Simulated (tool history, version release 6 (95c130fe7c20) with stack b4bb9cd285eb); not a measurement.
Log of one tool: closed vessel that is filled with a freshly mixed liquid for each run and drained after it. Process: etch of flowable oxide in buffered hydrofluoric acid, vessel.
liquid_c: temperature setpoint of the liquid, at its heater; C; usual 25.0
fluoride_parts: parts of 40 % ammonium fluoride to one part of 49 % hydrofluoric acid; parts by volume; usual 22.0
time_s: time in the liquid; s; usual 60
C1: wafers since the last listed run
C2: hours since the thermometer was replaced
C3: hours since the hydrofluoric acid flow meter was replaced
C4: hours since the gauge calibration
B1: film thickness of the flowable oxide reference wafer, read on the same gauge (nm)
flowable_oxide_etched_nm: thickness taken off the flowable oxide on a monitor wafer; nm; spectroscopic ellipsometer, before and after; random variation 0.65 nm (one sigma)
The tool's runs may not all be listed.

run 1 hour=0.0 | liquid_c=25.0 fluoride_parts=22.0 time_s=60 | C1=0 C2=480.4 C3=2067.4 C4=244.8 | B1=29.97 | flowable_oxide_etched_nm=189.96
run 2 hour=30.4 | liquid_c=25.0 fluoride_parts=22.0 time_s=60 | C1=1926 C2=510.8 C3=2097.8 C4=275.2 | B1=30.01 | flowable_oxide_etched_nm=190.63
run 3 hour=50.0 | liquid_c=21.5 fluoride_parts=22.0 time_s=60 | C1=1242 C2=530.4 C3=2117.4 C4=294.8 | B1=29.96 | flowable_oxide_etched_nm=155.85
run 4 hour=70.5 | liquid_c=25.0 fluoride_parts=19.0 time_s=60 | C1=1299 C2=550.9 C3=2137.9 C4=315.3 | B1=29.96 | flowable_oxide_etched_nm=213.06
run 5 hour=93.5 | liquid_c=25.0 fluoride_parts=19.0 time_s=60 | C1=1457 C2=573.9 C3=2160.9 C4=338.3 | B1=29.99 | flowable_oxide_etched_nm=214.30
run 6 hour=116.1 | liquid_c=25.0 fluoride_parts=19.0 time_s=60 | C1=1432 C2=596.5 C3=2183.5 C4=360.9 | B1=29.99 | flowable_oxide_etched_nm=213.06
run 7 hour=130.9 | liquid_c=25.0 fluoride_parts=22.0 time_s=60 | C1=938 C2=611.3 C3=2198.3 C4=375.7 | B1=30.00 | flowable_oxide_etched_nm=189.16
run 8 hour=160.8 | liquid_c=25.0 fluoride_parts=22.0 time_s=60 | C1=1895 C2=641.2 C3=2228.2 C4=405.6 | B1=30.00 | flowable_oxide_etched_nm=188.49
run 9 hour=185.1 | liquid_c=25.0 fluoride_parts=22.0 time_s=60 | C1=1540 C2=665.5 C3=2252.5 C4=429.9 | B1=30.00 | flowable_oxide_etched_nm=188.03
run 10 hour=218.7 | liquid_c=25.0 fluoride_parts=22.0 time_s=60 | C1=2129 C2=699.1 C3=2286.1 C4=463.5 | B1=30.00 | flowable_oxide_etched_nm=187.10
run 11 hour=250.5 | liquid_c=25.0 fluoride_parts=22.0 time_s=60 | C1=2015 C2=730.9 C3=2317.9 C4=495.3 | B1=29.93 | flowable_oxide_etched_nm=187.63
run 12 hour=269.2 | liquid_c=25.0 fluoride_parts=22.0 time_s=60 | C1=1185 C2=749.6 C3=2336.6 C4=514.0 | B1=30.01 | flowable_oxide_etched_nm=187.93
run 13 hour=291.1 | liquid_c=25.0 fluoride_parts=22.0 time_s=60 | C1=1388 C2=771.5 C3=2358.5 C4=535.9 | B1=30.03 | flowable_oxide_etched_nm=188.16
run 14 hour=308.4 | liquid_c=27.5 fluoride_parts=22.0 time_s=60 | C1=1096 C2=788.8 C3=2375.8 C4=553.2 | B1=30.00 | flowable_oxide_etched_nm=214.27
run 15 hour=328.1 | liquid_c=27.5 fluoride_parts=22.0 time_s=60 | C1=1248 C2=808.5 C3=2395.5 C4=572.9 | B1=30.03 | flowable_oxide_etched_nm=214.88
run 16 hour=363.2 | liquid_c=27.5 fluoride_parts=22.0 time_s=60 | C1=2224 C2=843.6 C3=2430.6 C4=608.0 | B1=30.04 | flowable_oxide_etched_nm=213.80
run 17 hour=377.5 | liquid_c=22.5 fluoride_parts=24.5 time_s=60 | C1=906 C2=857.9 C3=2444.9 C4=622.3 | B1=30.01 | flowable_oxide_etched_nm=151.80
run 18 hour=401.2 | liquid_c=21.5 fluoride_parts=19.5 time_s=85 | C1=1502 C2=881.6 C3=2468.6 C4=646.0 | B1=29.96 | flowable_oxide_etched_nm=238.58
-- hour=420.5 hydrofluoric acid flow meter replaced
run 19 hour=424.0 | liquid_c=25.0 fluoride_parts=28.5 time_s=80 | C1=1381 C2=904.4 C3=3.5 C4=668.8 | B1=30.01 | flowable_oxide_etched_nm=207.79
run 20 hour=458.4 | liquid_c=21.5 fluoride_parts=16.0 time_s=60 | C1=2180 C2=938.8 C3=37.9 C4=703.2 | B1=29.98 | flowable_oxide_etched_nm=204.21
-- hour=463.3 thermometer replaced
run 21 hour=477.7 | liquid_c=21.5 fluoride_parts=22.0 time_s=35 | C1=1159 C2=14.4 C3=57.2 C4=722.5 | B1=29.99 | flowable_oxide_etched_nm=86.69
-- hour=490.2 gauge calibrated
run 22 hour=501.2 | liquid_c=25.0 fluoride_parts=22.0 time_s=60 | C1=1489 C2=37.9 C3=80.7 C4=11.0 | B1=29.97 | flowable_oxide_etched_nm=180.52
run 23 hour=520.1 | liquid_c=25.0 fluoride_parts=22.0 time_s=60 | C1=1198 C2=56.8 C3=99.6 C4=29.9 | B1=30.06 | flowable_oxide_etched_nm=181.52
run 24 hour=550.2 | liquid_c=25.0 fluoride_parts=16.5 time_s=50 | C1=1907 C2=86.9 C3=129.7 C4=60.0 | B1=30.03 | flowable_oxide_etched_nm=194.24
run 25 hour=574.2 | liquid_c=23.5 fluoride_parts=22.0 time_s=60 | C1=1521 C2=110.9 C3=153.7 C4=84.0 | B1=29.99 | flowable_oxide_etched_nm=166.02
run 26 hour=588.1 | liquid_c=22.5 fluoride_parts=19.5 time_s=40 | C1=881 C2=124.8 C3=167.6 C4=97.9 | B1=30.00 | flowable_oxide_etched_nm=114.41
run 27 hour=604.0 | liquid_c=29.5 fluoride_parts=19.0 time_s=90 | C1=1007 C2=140.7 C3=183.5 C4=113.8 | B1=30.02 | flowable_oxide_etched_nm=386.83
run 28 hour=628.2 | liquid_c=25.0 fluoride_parts=22.0 time_s=60 | C1=1533 C2=164.9 C3=207.7 C4=138.0 | B1=30.03 | flowable_oxide_etched_nm=179.86
-- hour=637.6 thermometer replaced, repeated, since the last time left the tool worse
run 29 hour=645.9 | liquid_c=25.0 fluoride_parts=26.0 time_s=70 | C1=1058 C2=8.3 C3=225.4 C4=155.7 | B1=30.01 | flowable_oxide_etched_nm=202.47
run 30 hour=664.5 | liquid_c=21.0 fluoride_parts=17.5 time_s=30 | C1=1178 C2=26.9 C3=244.0 C4=174.3 | B1=30.00 | flowable_oxide_etched_nm=94.08
run 31 hour=697.6 | liquid_c=30.0 fluoride_parts=16.5 time_s=35 | C1=2098 C2=60.0 C3=277.1 C4=207.4 | B1=29.99 | flowable_oxide_etched_nm=189.58
run 32 hour=711.0 | liquid_c=21.0 fluoride_parts=17.5 time_s=30 | C1=849 C2=73.4 C3=290.5 C4=220.8 | B1=29.98 | flowable_oxide_etched_nm=94.29

4 ways to go on from here, each from the tool as it stands after run 32. What would each give?
run A hour=711.7 | liquid_c=25.0 fluoride_parts=22.0 time_s=30 | C1=44 C2=74.1 C3=291.2 C4=221.5 | B1=? | flowable_oxide_etched_nm=?
run B hour=711.7 | liquid_c=22.5 fluoride_parts=22.0 time_s=40 | C1=44 C2=74.1 C3=291.2 C4=221.5 | B1=? | flowable_oxide_etched_nm=?
run C hour=711.7 | liquid_c=25.0 fluoride_parts=18.0 time_s=60 | C1=44 C2=74.1 C3=291.2 C4=221.5 | B1=? | flowable_oxide_etched_nm=?
run D hour=711.7 | liquid_c=21.5 fluoride_parts=22.0 time_s=95 | C1=44 C2=74.1 C3=291.2 C4=221.5 | B1=? | flowable_oxide_etched_nm=?

run=A B1=30.03 flowable_oxide_etched_nm=96.18
run=B B1=30.03 flowable_oxide_etched_nm=111.77
run=C B1=30.03 flowable_oxide_etched_nm=227.85
run=D B1=30.03 flowable_oxide_etched_nm=251.10
Without the tool's hidden state the same runs would have given:
run=A flowable_oxide_etched_nm=97.55
run=B flowable_oxide_etched_nm=113.39
run=C flowable_oxide_etched_nm=231.10
run=D flowable_oxide_etched_nm=254.76
